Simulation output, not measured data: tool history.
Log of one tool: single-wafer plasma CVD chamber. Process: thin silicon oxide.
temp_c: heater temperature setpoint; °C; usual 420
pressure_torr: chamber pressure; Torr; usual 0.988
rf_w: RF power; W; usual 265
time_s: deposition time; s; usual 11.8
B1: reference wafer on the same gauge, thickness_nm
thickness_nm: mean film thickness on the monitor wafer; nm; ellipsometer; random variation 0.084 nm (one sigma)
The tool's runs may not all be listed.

{"run": 1, "day": 0.0, "temp_c": 420, "pressure_torr": 0.988, "rf_w": 265, "time_s": 11.8, "B1": 27.993, "thickness_nm": 25.0}
{"run": 2, "day": 2.5, "temp_c": 420, "pressure_torr": 0.988, "rf_w": 265, "time_s": 11.8, "B1": 28.009, "thickness_nm": 24.855}
{"run": 3, "day": 3.6, "temp_c": 420, "pressure_torr": 0.988, "rf_w": 245, "time_s": 11.8, "B1": 27.987, "thickness_nm": 23.817}
{"run": 4, "day": 6.475, "temp_c": 420, "pressure_torr": 0.988, "rf_w": 245, "time_s": 11.8, "B1": 27.981, "thickness_nm": 23.998}
{"run": 5, "day": 8.238, "temp_c": 420, "pressure_torr": 0.988, "rf_w": 245, "time_s": 11.8, "B1": 28.004, "thickness_nm": 23.92}
{"run": 6, "day": 10.654, "temp_c": 420, "pressure_torr": 0.988, "rf_w": 265, "time_s": 11.8, "B1": 27.993, "thickness_nm": 25.035}
{"run": 7, "day": 13.221, "temp_c": 420, "pressure_torr": 0.988, "rf_w": 265, "time_s": 11.8, "B1": 28.033, "thickness_nm": 24.978}
{"day": 13.867, "done": "thermocouple changed; heater temperature recalibrated"}
{"day": 15.725, "done": "showerhead replaced"}
{"run": 8, "day": 16.012, "temp_c": 410, "pressure_torr": 0.988, "rf_w": 265, "time_s": 11.8, "B1": 27.993, "thickness_nm": 25.302}
{"day": 17.854, "done": "capacitance manometer re-zeroed and calibrated"}
{"day": 18.346, "done": "RF generator calibrated"}
{"run": 9, "day": 18.842, "temp_c": 420, "pressure_torr": 0.988, "rf_w": 265, "time_s": 11.8, "B1": 27.986, "thickness_nm": 24.94}
{"day": 19.175, "done": "gauge calibrated"}
{"run": 10, "day": 19.921, "temp_c": 427, "pressure_torr": 0.988, "rf_w": 300, "time_s": 11.8, "B1": 27.999, "thickness_nm": 26.548}
{"run": 11, "day": 22.15, "temp_c": 420, "pressure_torr": 0.769, "rf_w": 310, "time_s": 11.2, "B1": 27.987, "thickness_nm": 20.88}
{"run": 12, "day": 24.317, "temp_c": 420, "pressure_torr": 0.988, "rf_w": 265, "time_s": 11.8, "B1": 27.999, "thickness_nm": 25.036}
{"run": 13, "day": 27.046, "temp_c": 420, "pressure_torr": 0.988, "rf_w": 265, "time_s": 11.8, "B1": 28.03, "thickness_nm": 25.044}
{"run": 14, "day": 28.646, "temp_c": 432, "pressure_torr": 0.988, "rf_w": 265, "time_s": 11.8, "B1": 28.015, "thickness_nm": 25.036}
{"run": 15, "day": 30.396, "temp_c": 426, "pressure_torr": 0.988, "rf_w": 235, "time_s": 11.8, "B1": 28.002, "thickness_nm": 23.227}

Forecast each of these 3 alternatives for the next run:
{"run": "A", "day": 30.412, "temp_c": 420, "pressure_torr": 0.988, "rf_w": 265, "time_s": 11.8, "B1": "?", "thickness_nm": "?"}
{"run": "B", "day": 30.412, "temp_c": 427, "pressure_torr": 0.988, "rf_w": 265, "time_s": 11.8, "B1": "?", "thickness_nm": "?"}
{"run": "C", "day": 30.412, "temp_c": 420, "pressure_torr": 1.174, "rf_w": 265, "time_s": 11.8, "B1": "?", "thickness_nm": "?"}

run=A B1=28.015 thickness_nm=25.167
run=B B1=28.015 thickness_nm=25.067
run=C B1=28.015 thickness_nm=28.115
Without the tool's hidden state the same runs would have given:
run=A thickness_nm=25.167
run=B thickness_nm=25.067
run=C thickness_nm=28.115
